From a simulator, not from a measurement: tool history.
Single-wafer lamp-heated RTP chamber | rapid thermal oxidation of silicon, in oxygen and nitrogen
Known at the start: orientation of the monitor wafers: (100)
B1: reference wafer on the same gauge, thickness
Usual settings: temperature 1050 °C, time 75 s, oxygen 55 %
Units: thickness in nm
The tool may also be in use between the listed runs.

run 1 day=0 | temperature=1050 time=101 oxygen=55 | B1=7.881 | thickness=8.971
run 2 day=1.275 | temperature=1050 time=75 oxygen=55 | B1=7.883 | thickness=7.886
run 3 day=3.762 | temperature=1050 time=75 oxygen=55 | B1=7.878 | thickness=7.903
run 4 day=5.942 | temperature=1050 time=75 oxygen=55 | B1=7.88 | thickness=7.931
run 5 day=8.904 | temperature=1050 time=75 oxygen=55 | B1=7.878 | thickness=7.931
run 6 day=9.967 | temperature=1050 time=75 oxygen=55 | B1=7.881 | thickness=7.957
run 7 day=12.221 | temperature=1050 time=75 oxygen=55 | B1=7.876 | thickness=7.95
run 8 day=14.329 | temperature=1050 time=75 oxygen=55 | B1=7.882 | thickness=7.824
run 9 day=16.729 | temperature=1050 time=75 oxygen=55 | B1=7.879 | thickness=7.871
run 10 day=18.3 | temperature=1059 time=54 oxygen=55 | B1=7.875 | thickness=7.253
run 11 day=20.279 | temperature=1028 time=75 oxygen=66 | B1=7.878 | thickness=7.269
run 12 day=23.267 | temperature=1058 time=45 oxygen=43 | B1=7.878 | thickness=6.146
run 13 day=25.388 | temperature=1072 time=104 oxygen=35 | B1=7.882 | thickness=9.115
run 14 day=27.438 | temperature=1059 time=75 oxygen=55 | B1=7.879 | thickness=8.48
run 15 day=29.979 | temperature=1050 time=75 oxygen=55 | B1=7.884 | thickness=7.967
run 16 day=32.167 | temperature=1050 time=75 oxygen=27 | B1=7.878 | thickness=6.103
run 17 day=33.767 | temperature=1050 time=86 oxygen=55 | B1=7.88 | thickness=8.358
run 18 day=36.254 | temperature=1071 time=53 oxygen=55 | B1=7.883 | thickness=7.802
run 19 day=37.667 | temperature=1069 time=75 oxygen=55 | B1=7.883 | thickness=8.998
run 20 day=39.158 | temperature=1050 time=75 oxygen=55 | B1=7.879 | thickness=7.936

Taken out of this log: 4 entries between the listed runs. Where each belongs, and how the hidden state differs across it:
Between runs 7 and 8: pyrometer window cleaned and pyrometer calibrated (day 14.308)
  true wafer temperature minus pyrometer reading, K: 2.83 -> 0.503
  measured less the result without the state, thickness: +0.152 -> +0.027 nm
Between runs 13 and 14: gauge calibrated (day 25.796); oxygen flow controller replaced (day 26.517)
  true wafer temperature minus pyrometer reading, K: 2.92 -> 3.05
  measured less the result without the state, thickness: +0.173 -> +0.172 nm
Between runs 15 and 16: pyrometer window cleaned and pyrometer calibrated (day 31.092)
  true wafer temperature minus pyrometer reading, K: 3.16 -> 0.681
  measured less the result without the state, thickness: +0.169 -> +0.028 nm
